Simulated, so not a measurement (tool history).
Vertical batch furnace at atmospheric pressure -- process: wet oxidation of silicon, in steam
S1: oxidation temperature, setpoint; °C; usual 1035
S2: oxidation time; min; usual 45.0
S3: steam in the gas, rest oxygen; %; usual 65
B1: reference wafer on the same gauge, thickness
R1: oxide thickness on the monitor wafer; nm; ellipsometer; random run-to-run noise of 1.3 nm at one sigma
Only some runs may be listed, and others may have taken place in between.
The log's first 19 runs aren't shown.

run	hour	S1	S2	S3	B1	R1
20	950.1	1035	45.0	72	387.76	352.40
21	1008.6	1044	28.5	73	387.79	276.87
22	1039.3	1035	45.0	61	387.84	315.77
23	1105.8	1035	45.0	65	388.18	329.02
# hour 1156.6: steam generator serviced
24	1171.1	1035	36.0	60	387.79	268.91
25	1224.5	1011	45.0	61	387.88	263.96
26	1268.5	1035	34.5	65	387.98	275.48
27	1298.7	1027	64.0	65	387.81	394.52
28	1357.7	1035	45.0	65	387.66	329.80
29	1416.4	1035	45.0	65	388.00	328.61
30	1469.7	1035	30.5	65	387.90	252.55
31	1514.4	1035	45.0	65	388.09	328.78
32	1577.8	1035	45.0	65	387.79	327.86
33	1605.3	1020	58.0	57	388.16	322.66
34	1632.7	1059	31.0	53	387.99	264.07
35	1675.7	1035	45.0	65	387.93	329.43
36	1725.1	1035	57.5	59	387.87	365.27
37	1787.6	1016	34.5	71	387.79	253.15
38	1857.7	1035	45.0	65	388.12	328.96

Consider 4 possible next runs. They are alternatives, not a sequence: every one starts from the tool as it was left by run 38. What does each give?
A	1862.8	1035	27.0	65	?	?
B	1862.8	1014	45.0	60	?	?
C	1862.8	1035	45.0	59	?	?
D	1862.8	1021	22.5	73	?	?

run	B1	R1
A	388.03	233.34
B	388.03	268.96
C	388.03	311.10
D	388.03	198.04
With the hidden condition removed and each run's random variation left untouched, the same runs would have given:
run	R1
A	233.34
B	268.96
C	311.10
D	198.04
